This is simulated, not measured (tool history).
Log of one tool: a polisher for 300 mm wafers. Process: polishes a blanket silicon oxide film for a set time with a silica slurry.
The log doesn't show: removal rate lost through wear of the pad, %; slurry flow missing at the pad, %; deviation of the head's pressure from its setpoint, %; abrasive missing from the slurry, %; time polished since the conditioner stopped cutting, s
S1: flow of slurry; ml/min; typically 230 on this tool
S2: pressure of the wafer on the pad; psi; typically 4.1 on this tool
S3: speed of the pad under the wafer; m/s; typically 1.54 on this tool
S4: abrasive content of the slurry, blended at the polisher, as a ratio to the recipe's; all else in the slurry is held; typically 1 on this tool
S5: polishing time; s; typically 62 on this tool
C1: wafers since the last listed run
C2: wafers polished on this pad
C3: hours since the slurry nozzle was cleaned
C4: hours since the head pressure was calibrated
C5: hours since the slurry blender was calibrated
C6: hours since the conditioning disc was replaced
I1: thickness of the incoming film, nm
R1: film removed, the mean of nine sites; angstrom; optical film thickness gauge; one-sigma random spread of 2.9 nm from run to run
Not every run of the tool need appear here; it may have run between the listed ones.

run 1 hour=0 | S1=230 S2=4.1 S3=1.54 S4=1 S5=62 | C1=0 C2=1185 C3=426.6 C4=1059.7 C5=72.2 C6=322.8 | I1=1795.3 | R1=2616
run 2 hour=10.4 | S1=230 S2=4.1 S3=1.54 S4=1 S5=62 | C1=64 C2=1249 C3=437 C4=1070.1 C5=82.6 C6=333.2 | I1=1779.3 | R1=2616
-- hour=13.3 conditioning disc replaced and pad reconditioned
run 3 hour=22.6 | S1=230 S2=4.1 S3=1.54 S4=1 S5=62 | C1=62 C2=1312 C3=449.2 C4=1082.3 C5=94.8 C6=9.3 | I1=1791.6 | R1=2623
run 4 hour=31.3 | S1=230 S2=4.1 S3=1.54 S4=1.2 S5=62 | C1=53 C2=1365 C3=457.9 C4=1091 C5=103.5 C6=18 | I1=1803.8 | R1=2921
-- hour=42.9 worn pad replaced by a new one, of another model than before
run 5 hour=43.4 | S1=230 S2=4.1 S3=1.54 S4=1.2 S5=62 | C1=49 C2=3 C3=470 C4=1103.1 C5=115.6 C6=30.1 | I1=1824.6 | R1=2909
run 6 hour=46.2 | S1=290 S2=4.1 S3=1.9 S4=1 S5=62 | C1=17 C2=20 C3=472.8 C4=1105.9 C5=118.4 C6=32.9 | I1=1795.1 | R1=2903
run 7 hour=59.5 | S1=230 S2=4.1 S3=1.54 S4=1 S5=62 | C1=81 C2=102 C3=486.1 C4=1119.2 C5=131.7 C6=46.2 | I1=1794.6 | R1=2640
run 8 hour=67.9 | S1=230 S2=4.1 S3=1.82 S4=1 S5=62 | C1=51 C2=154 C3=494.5 C4=1127.6 C5=140.1 C6=54.6 | I1=1793.6 | R1=2753
-- hour=76.5 slurry nozzle cleaned
-- hour=81.9 head pressure recalibrated
run 9 hour=82.6 | S1=230 S2=4.1 S3=1.54 S4=1 S5=62 | C1=72 C2=226 C3=6.1 C4=0.7 C5=154.8 C6=69.3 | I1=1772.3 | R1=2606
run 10 hour=94.7 | S1=260 S2=4.1 S3=1.54 S4=1 S5=62 | C1=74 C2=300 C3=18.2 C4=12.8 C5=166.9 C6=81.4 | I1=1785.5 | R1=2641
-- hour=100 slurry blender recalibrated
run 11 hour=107.9 | S1=230 S2=4.1 S3=1.14 S4=0.9 S5=62 | C1=68 C2=369 C3=31.4 C4=26 C5=7.9 C6=94.6 | I1=1814.3 | R1=2457
run 12 hour=123.4 | S1=255 S2=5 S3=1.54 S4=0.75 S5=42 | C1=95 C2=465 C3=46.9 C4=41.5 C5=23.4 C6=110.1 | I1=1793.4 | R1=1729
run 13 hour=137.5 | S1=230 S2=2.9 S3=1.54 S4=1.25 S5=45 | C1=86 C2=551 C3=61 C4=55.6 C5=37.5 C6=124.2 | I1=1798.6 | R1=1895
run 14 hour=147.9 | S1=265 S2=4.7 S3=1.54 S4=1 S5=62 | C1=64 C2=616 C3=71.4 C4=66 C5=47.9 C6=134.6 | I1=1796.4 | R1=2994
run 15 hour=158.1 | S1=200 S2=4.1 S3=1.54 S4=1 S5=62 | C1=62 C2=678 C3=81.6 C4=76.2 C5=58.1 C6=144.8 | I1=1822.9 | R1=2620
run 16 hour=170.1 | S1=200 S2=4.1 S3=1.54 S4=1 S5=62 | C1=73 C2=752 C3=93.6 C4=88.2 C5=70.1 C6=156.8 | I1=1786.2 | R1=2588
run 17 hour=181.4 | S1=230 S2=4.1 S3=1.54 S4=1 S5=62 | C1=69 C2=822 C3=104.9 C4=99.5 C5=81.4 C6=168.1 | I1=1788.4 | R1=2630
run 18 hour=197 | S1=230 S2=4.1 S3=1.8 S4=0.9 S5=62 | C1=96 C2=918 C3=120.5 C4=115.1 C5=97 C6=183.7 | I1=1774.9 | R1=2581
run 19 hour=210.3 | S1=260 S2=4.1 S3=1.54 S4=1 S5=62 | C1=81 C2=1000 C3=133.8 C4=128.4 C5=110.3 C6=197 | I1=1793.8 | R1=2694
run 20 hour=225.7 | S1=230 S2=3.1 S3=1.98 S4=1 S5=75 | C1=94 C2=1095 C3=149.2 C4=143.8 C5=125.7 C6=212.4 | I1=1818.2 | R1=2981
-- hour=239.9 worn pad replaced by a new one
run 21 hour=240.4 | S1=230 S2=5.1 S3=1.24 S4=0.75 S5=73 | C1=65 C2=3 C3=163.9 C4=158.5 C5=140.4 C6=227.1 | I1=1791.3 | R1=2697

What will run 22 give?
run 22 hour=246.9 | S1=230 S2=4.5 S3=1.54 S4=0.9 S5=62 | C1=40 C2=43 C3=170.4 C4=165 C5=146.9 C6=233.6 | I1=1757.2 | R1=?

R1: 2553 angstrom
On a tool with no hidden condition, and with the same random variation, this run would have come out at R1 2775 angstrom.

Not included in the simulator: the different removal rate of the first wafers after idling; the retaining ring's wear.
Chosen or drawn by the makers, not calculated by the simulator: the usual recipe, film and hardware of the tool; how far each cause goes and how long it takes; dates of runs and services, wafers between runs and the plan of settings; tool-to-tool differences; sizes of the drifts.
